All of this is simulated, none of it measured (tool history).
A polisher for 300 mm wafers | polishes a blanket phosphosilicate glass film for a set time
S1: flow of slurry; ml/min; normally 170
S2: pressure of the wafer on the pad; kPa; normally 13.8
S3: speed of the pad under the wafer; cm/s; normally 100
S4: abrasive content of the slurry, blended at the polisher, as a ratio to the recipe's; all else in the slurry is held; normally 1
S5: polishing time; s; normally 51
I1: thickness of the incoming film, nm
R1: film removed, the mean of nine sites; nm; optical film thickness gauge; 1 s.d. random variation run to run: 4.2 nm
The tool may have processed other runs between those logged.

{"run": 1, "hour": 0.0, "S1": 170, "S2": 13.8, "S3": 100, "S4": 1, "S5": 51, "I1": 2657, "R1": 345.2}
{"hour": 9.5, "done": "worn pad replaced by a new one"}
{"hour": 14.2, "done": "slurry blender recalibrated"}
{"hour": 25.2, "done": "conditioning disc replaced and pad reconditioned"}
{"run": 2, "hour": 33.1, "S1": 170, "S2": 13.8, "S3": 100, "S4": 1, "S5": 51, "I1": 2705, "R1": 349.1}
{"hour": 47.8, "done": "slurry nozzle cleaned"}
{"hour": 57.7, "done": "head pressure recalibrated"}
{"run": 3, "hour": 66.2, "S1": 170, "S2": 13.8, "S3": 100, "S4": 1, "S5": 51, "I1": 2697.6, "R1": 325.7}
{"run": 4, "hour": 88.8, "S1": 170, "S2": 13.8, "S3": 100, "S4": 1, "S5": 51, "I1": 2662.1, "R1": 327.1}
{"run": 5, "hour": 123.0, "S1": 170, "S2": 13.8, "S3": 100, "S4": 1, "S5": 51, "I1": 2693.8, "R1": 329.1}
{"run": 6, "hour": 135.9, "S1": 170, "S2": 13.8, "S3": 100, "S4": 1, "S5": 51, "I1": 2698.6, "R1": 331.3}
{"hour": 148.3, "done": "worn pad replaced by a new one, of another model than before"}
{"run": 7, "hour": 160.5, "S1": 170, "S2": 13.8, "S3": 100, "S4": 1, "S5": 51, "I1": 2666.1, "R1": 325.3}
{"run": 8, "hour": 177.8, "S1": 170, "S2": 11, "S3": 84, "S4": 0.9, "S5": 65, "I1": 2650.7, "R1": 328.8}
{"run": 9, "hour": 189.9, "S1": 170, "S2": 13.8, "S3": 114, "S4": 0.85, "S5": 51, "I1": 2674.2, "R1": 320}
{"run": 10, "hour": 205.0, "S1": 170, "S2": 11, "S3": 70, "S4": 1, "S5": 51, "I1": 2646, "R1": 253.7}
{"run": 11, "hour": 218.0, "S1": 150, "S2": 13.8, "S3": 100, "S4": 1, "S5": 68, "I1": 2712.4, "R1": 426.2}
{"run": 12, "hour": 252.5, "S1": 170, "S2": 11, "S3": 134, "S4": 1.15, "S5": 44, "I1": 2669.9, "R1": 318.7}
{"run": 13, "hour": 275.9, "S1": 170, "S2": 13.8, "S3": 100, "S4": 1, "S5": 51, "I1": 2666, "R1": 331.5}
{"hour": 285.9, "done": "worn pad replaced by a new one"}
{"hour": 286.7, "done": "slurry blender recalibrated"}
{"run": 14, "hour": 292.2, "S1": 170, "S2": 13.8, "S3": 100, "S4": 0.7, "S5": 59, "I1": 2635.9, "R1": 325.9}
{"run": 15, "hour": 307.3, "S1": 170, "S2": 13.8, "S3": 100, "S4": 1, "S5": 51, "I1": 2696.9, "R1": 334.9}
{"run": 16, "hour": 320.6, "S1": 170, "S2": 13.8, "S3": 100, "S4": 1, "S5": 51, "I1": 2665.1, "R1": 335.3}
{"run": 17, "hour": 335.6, "S1": 170, "S2": 13.8, "S3": 100, "S4": 1, "S5": 51, "I1": 2662, "R1": 332.8}
{"run": 18, "hour": 360.3, "S1": 195, "S2": 9.7, "S3": 100, "S4": 0.8, "S5": 43, "I1": 2647.4, "R1": 228.4}
{"run": 19, "hour": 387.0, "S1": 120, "S2": 13.8, "S3": 80, "S4": 1.1, "S5": 51, "I1": 2720.3, "R1": 275.7}
{"run": 20, "hour": 407.5, "S1": 170, "S2": 18.6, "S3": 110, "S4": 1, "S5": 40, "I1": 2689.7, "R1": 320.4}
{"run": 21, "hour": 426.0, "S1": 140, "S2": 15.2, "S3": 100, "S4": 1.2, "S5": 64, "I1": 2697.8, "R1": 443.2}
{"hour": 440.2, "done": "worn pad replaced by a new one"}
{"run": 22, "hour": 440.7, "S1": 170, "S2": 13.8, "S3": 100, "S4": 1, "S5": 51, "I1": 2702.9, "R1": 331}
{"run": 23, "hour": 467.8, "S1": 170, "S2": 13.8, "S3": 76, "S4": 1.1, "S5": 51, "I1": 2672, "R1": 302.2}
{"run": 24, "hour": 483.1, "S1": 170, "S2": 9.7, "S3": 100, "S4": 0.8, "S5": 51, "I1": 2681.5, "R1": 263.2}
{"run": 25, "hour": 501.7, "S1": 170, "S2": 13.8, "S3": 88, "S4": 1, "S5": 51, "I1": 2688, "R1": 311.1}

Predict each of these 5 candidate next runs independently; none follows another, all start after run 25:
{"run": "A", "hour": 502.1, "S1": 170, "S2": 13.8, "S3": 100, "S4": 1, "S5": 51, "I1": 2662.3, "R1": "?"}
{"run": "B", "hour": 502.1, "S1": 130, "S2": 13.8, "S3": 100, "S4": 1, "S5": 51, "I1": 2662.3, "R1": "?"}
{"run": "C", "hour": 502.1, "S1": 200, "S2": 17.2, "S3": 84, "S4": 1, "S5": 51, "I1": 2662.3, "R1": "?"}
{"run": "D", "hour": 502.1, "S1": 170, "S2": 13.8, "S3": 126, "S4": 1, "S5": 36, "I1": 2662.3, "R1": "?"}
{"run": "E", "hour": 502.1, "S1": 150, "S2": 13.8, "S3": 100, "S4": 1, "S5": 51, "I1": 2662.3, "R1": "?"}

run=A R1=330.9
run=B R1=307.9
run=C R1=345.2
run=D R1=265.4
run=E R1=321.3
Take away the tool's hidden state, keep each run's random variation, and the runs would have read:
run=A R1=328.3
run=B R1=305.5
run=C R1=342.5
run=D R1=263.3
run=E R1=318.8
